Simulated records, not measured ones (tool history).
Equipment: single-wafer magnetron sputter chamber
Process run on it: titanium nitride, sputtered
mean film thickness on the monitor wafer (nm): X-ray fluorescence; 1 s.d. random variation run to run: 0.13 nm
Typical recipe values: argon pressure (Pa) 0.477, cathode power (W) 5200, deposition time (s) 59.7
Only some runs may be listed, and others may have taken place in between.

run   hour  argon pressure (Pa)  cathode power (W)  deposition time (s)  read-back reference wafer on the same gauge, thickness_nm  mean film thickness on the monitor wafer (nm)
  1    0.0                0.477               5200                 62.7                                                     42.922                                         51.555
  2    7.0                0.477               5200                 62.7                                                     42.923                                         51.664
  3   31.5                0.477               5200                 59.7                                                     42.909                                         49.172
  4   45.0                0.477               5200                 59.7                                                     42.835                                         49.107
  5   59.7                0.477               5200                 59.7                                                     42.899                                         49.186
  6   77.6                0.477               5200                 59.7                                                     42.861                                         49.116
  7   86.8                0.477               5200                 59.7                                                     42.869                                         49.149
  8   93.4                0.477               5750                 59.7                                                     42.917                                         53.949
  9  105.3                0.477               5750                 59.7                                                     42.900                                         54.389
 10  114.0                0.477               5950                 62.7                                                     42.897                                         58.756
 11  126.3                0.477               5200                 59.7                                                     42.940                                         48.943
 12  141.7                0.477               5200                 59.7                                                     42.884                                         48.932
     144.8  -- gauge calibrated
 13  157.1                0.477               5200                 59.7                                                     42.927                                         49.030
 14  165.9                0.477               5200                 59.7                                                     42.924                                         48.871
     177.2  -- magnet pack replaced
 15  180.9                0.477               5200                 56.3                                                     42.899                                         46.135
 16  190.6                0.477               5200                 67.3                                                     42.869                                         54.936
     211.5  -- sputter target and shields replaced
 17  212.0                0.583               4150                 50.4                                                     42.882                                         31.219
 18  215.3                0.477               5200                 65.0                                                     42.887                                         52.997
 19  233.0                0.595               4350                 65.4                                                     42.859                                         42.283
 20  245.0                0.477               5200                 59.7                                                     42.895                                         48.927
     253.8  -- capacitance manometer re-zeroed and calibrated
 21  261.5                0.477               5200                 59.7                                                     42.938                                         50.299
 22  269.1                0.477               5200                 54.4                                                     42.910                                         45.600
 23  285.3                0.600               4050                 59.7                                                     42.919                                         36.790
 24  302.1                0.593               4650                 70.9                                                     42.856                                         50.370
 25  319.5                0.569               5200                 69.2                                                     42.949                                         55.624
 26  328.9                0.533               4000                 53.2                                                     42.901                                         33.311
 27  343.1                0.603               4500                 68.6                                                     42.866                                         46.915

3 options for the next run, each taken on its own from the tool as it stands now. Forecast them:
  A  343.5                0.477               4600                 59.7                                                          ?                                              ?
  B  343.5                0.477               5200                 69.1                                                          ?                                              ?
  C  343.5                0.319               4250                 49.0                                                          ?                                              ?

run  read-back reference wafer on the same gauge, thickness_nm  mean film thickness on the monitor wafer (nm)
  A                                                     42.868                                         44.196
  B                                                     42.868                                         57.827
  C                                                     42.868                                         36.108
Without the tool's unlogged condition, the same runs would have read:
run  mean film thickness on the monitor wafer (nm)
  A                                         44.344
  B                                         58.020
  C                                         36.181
